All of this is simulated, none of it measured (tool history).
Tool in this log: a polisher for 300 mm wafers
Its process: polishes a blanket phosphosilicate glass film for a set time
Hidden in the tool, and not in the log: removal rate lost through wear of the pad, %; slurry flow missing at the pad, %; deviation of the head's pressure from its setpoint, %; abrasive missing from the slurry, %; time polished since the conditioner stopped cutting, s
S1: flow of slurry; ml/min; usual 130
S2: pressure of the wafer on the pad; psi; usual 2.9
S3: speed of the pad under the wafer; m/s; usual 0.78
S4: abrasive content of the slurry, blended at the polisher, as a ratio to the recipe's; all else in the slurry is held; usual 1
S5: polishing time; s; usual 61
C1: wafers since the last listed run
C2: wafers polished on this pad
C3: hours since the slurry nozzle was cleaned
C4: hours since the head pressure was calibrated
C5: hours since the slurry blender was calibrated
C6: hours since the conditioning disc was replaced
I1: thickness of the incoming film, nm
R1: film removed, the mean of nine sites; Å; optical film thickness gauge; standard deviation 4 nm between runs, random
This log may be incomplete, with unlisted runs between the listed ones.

{"run": 1, "hour": 0.0, "S1": 130, "S2": 2.9, "S3": 0.78, "S4": 1, "S5": 61, "C1": 0, "C2": 1052, "C3": 569.4, "C4": 111.6, "C5": 164.8, "C6": 37.6, "I1": 1867.1, "R1": 2919}
{"run": 2, "hour": 6.8, "S1": 130, "S2": 2.9, "S3": 0.78, "S4": 1, "S5": 61, "C1": 76, "C2": 1128, "C3": 576.2, "C4": 118.4, "C5": 171.6, "C6": 44.4, "I1": 1878.1, "R1": 2882}
{"hour": 32.8, "done": "worn pad replaced by a new one"}
{"run": 3, "hour": 34.8, "S1": 130, "S2": 3.1, "S3": 0.78, "S4": 1, "S5": 61, "C1": 268, "C2": 21, "C3": 604.2, "C4": 146.4, "C5": 199.6, "C6": 72.4, "I1": 1865.2, "R1": 3000}
{"run": 4, "hour": 42.1, "S1": 175, "S2": 2.9, "S3": 0.78, "S4": 0.9, "S5": 61, "C1": 81, "C2": 103, "C3": 611.5, "C4": 153.7, "C5": 206.9, "C6": 79.7, "I1": 1867.2, "R1": 2959}
{"run": 5, "hour": 56.7, "S1": 130, "S2": 2.9, "S3": 0.78, "S4": 1.1, "S5": 51, "C1": 163, "C2": 266, "C3": 626.1, "C4": 168.3, "C5": 221.5, "C6": 94.3, "I1": 1867.9, "R1": 2416}
{"run": 6, "hour": 73.2, "S1": 130, "S2": 2.9, "S3": 0.78, "S4": 1, "S5": 61, "C1": 184, "C2": 451, "C3": 642.6, "C4": 184.8, "C5": 238, "C6": 110.8, "I1": 1865.9, "R1": 2731}
{"run": 7, "hour": 86.2, "S1": 130, "S2": 2.9, "S3": 0.78, "S4": 1, "S5": 61, "C1": 145, "C2": 596, "C3": 655.6, "C4": 197.8, "C5": 251, "C6": 123.8, "I1": 1894.5, "R1": 2689}
{"run": 8, "hour": 98.6, "S1": 130, "S2": 2.9, "S3": 1.02, "S4": 1, "S5": 77, "C1": 138, "C2": 735, "C3": 668, "C4": 210.2, "C5": 263.4, "C6": 136.2, "I1": 1908.2, "R1": 4207}
{"hour": 110.7, "done": "slurry nozzle cleaned"}
{"run": 9, "hour": 113.8, "S1": 130, "S2": 2.9, "S3": 0.78, "S4": 1.1, "S5": 61, "C1": 158, "C2": 894, "C3": 3.1, "C4": 225.4, "C5": 278.6, "C6": 151.4, "I1": 1892, "R1": 3164}
{"run": 10, "hour": 126.0, "S1": 130, "S2": 2.9, "S3": 0.78, "S4": 1, "S5": 61, "C1": 136, "C2": 1031, "C3": 15.3, "C4": 237.6, "C5": 290.8, "C6": 163.6, "I1": 1884.5, "R1": 3028}
{"run": 11, "hour": 140.2, "S1": 130, "S2": 2.9, "S3": 0.58, "S4": 1, "S5": 61, "C1": 158, "C2": 1189, "C3": 29.5, "C4": 251.8, "C5": 305, "C6": 177.8, "I1": 1842.8, "R1": 2415}
{"run": 12, "hour": 146.2, "S1": 130, "S2": 2.9, "S3": 0.78, "S4": 1, "S5": 61, "C1": 67, "C2": 1257, "C3": 35.5, "C4": 257.8, "C5": 311, "C6": 183.8, "I1": 1893, "R1": 2988}
{"run": 13, "hour": 153.4, "S1": 120, "S2": 3.4, "S3": 1, "S4": 1, "S5": 61, "C1": 80, "C2": 1337, "C3": 42.7, "C4": 265, "C5": 318.2, "C6": 191, "I1": 1845.6, "R1": 4141}
{"hour": 168.3, "done": "worn pad replaced by a new one"}
{"hour": 171.7, "done": "slurry blender recalibrated"}
{"run": 14, "hour": 172.2, "S1": 85, "S2": 3.8, "S3": 1.02, "S4": 1, "S5": 51, "C1": 143, "C2": 20, "C3": 61.5, "C4": 283.8, "C5": 0.5, "C6": 209.8, "I1": 1828.3, "R1": 3458}
{"run": 15, "hour": 184.7, "S1": 130, "S2": 2.9, "S3": 1, "S4": 1.1, "S5": 61, "C1": 139, "C2": 160, "C3": 74, "C4": 296.3, "C5": 13, "C6": 222.3, "I1": 1859.5, "R1": 3643}
{"run": 16, "hour": 198.1, "S1": 130, "S2": 2.9, "S3": 0.86, "S4": 0.85, "S5": 53, "C1": 149, "C2": 310, "C3": 87.4, "C4": 309.7, "C5": 26.4, "C6": 235.7, "I1": 1867.1, "R1": 2598}
{"run": 17, "hour": 206.7, "S1": 130, "S2": 2.9, "S3": 0.98, "S4": 1.15, "S5": 56, "C1": 96, "C2": 406, "C3": 96, "C4": 318.3, "C5": 35, "C6": 244.3, "I1": 1867.2, "R1": 3297}
{"run": 18, "hour": 213.7, "S1": 130, "S2": 2, "S3": 0.78, "S4": 1.25, "S5": 61, "C1": 78, "C2": 485, "C3": 103, "C4": 325.3, "C5": 42, "C6": 251.3, "I1": 1852.3, "R1": 2256}
{"run": 19, "hour": 225.0, "S1": 130, "S2": 2.4, "S3": 0.78, "S4": 1.3, "S5": 51, "C1": 126, "C2": 611, "C3": 114.3, "C4": 336.6, "C5": 53.3, "C6": 262.6, "I1": 1866.8, "R1": 2270}
{"run": 20, "hour": 231.0, "S1": 165, "S2": 2.9, "S3": 0.58, "S4": 1, "S5": 61, "C1": 67, "C2": 678, "C3": 120.3, "C4": 342.6, "C5": 59.3, "C6": 268.6, "I1": 1883.6, "R1": 2423}
{"run": 21, "hour": 243.5, "S1": 130, "S2": 3.4, "S3": 0.9, "S4": 1, "S5": 47, "C1": 139, "C2": 818, "C3": 132.8, "C4": 355.1, "C5": 71.8, "C6": 281.1, "I1": 1854.8, "R1": 2835}
{"run": 22, "hour": 255.7, "S1": 115, "S2": 2.9, "S3": 0.78, "S4": 1, "S5": 61, "C1": 136, "C2": 954, "C3": 145, "C4": 367.3, "C5": 84, "C6": 293.3, "I1": 1884.6, "R1": 2845}
{"run": 23, "hour": 267.2, "S1": 130, "S2": 2.9, "S3": 0.78, "S4": 1, "S5": 78, "C1": 128, "C2": 1083, "C3": 156.5, "C4": 378.8, "C5": 95.5, "C6": 304.8, "I1": 1882.3, "R1": 3660}

Forecast run 24:
{"run": 24, "hour": 279.4, "S1": 130, "S2": 2.9, "S3": 0.78, "S4": 1, "S5": 61, "C1": 136, "C2": 1220, "C3": 168.7, "C4": 391, "C5": 107.7, "C6": 317, "I1": 1893.4, "R1": "?"}

{"run 24": {"R1": 2844}}
Minus the tool's unlogged condition, the same run would have read R1 3172 Å.

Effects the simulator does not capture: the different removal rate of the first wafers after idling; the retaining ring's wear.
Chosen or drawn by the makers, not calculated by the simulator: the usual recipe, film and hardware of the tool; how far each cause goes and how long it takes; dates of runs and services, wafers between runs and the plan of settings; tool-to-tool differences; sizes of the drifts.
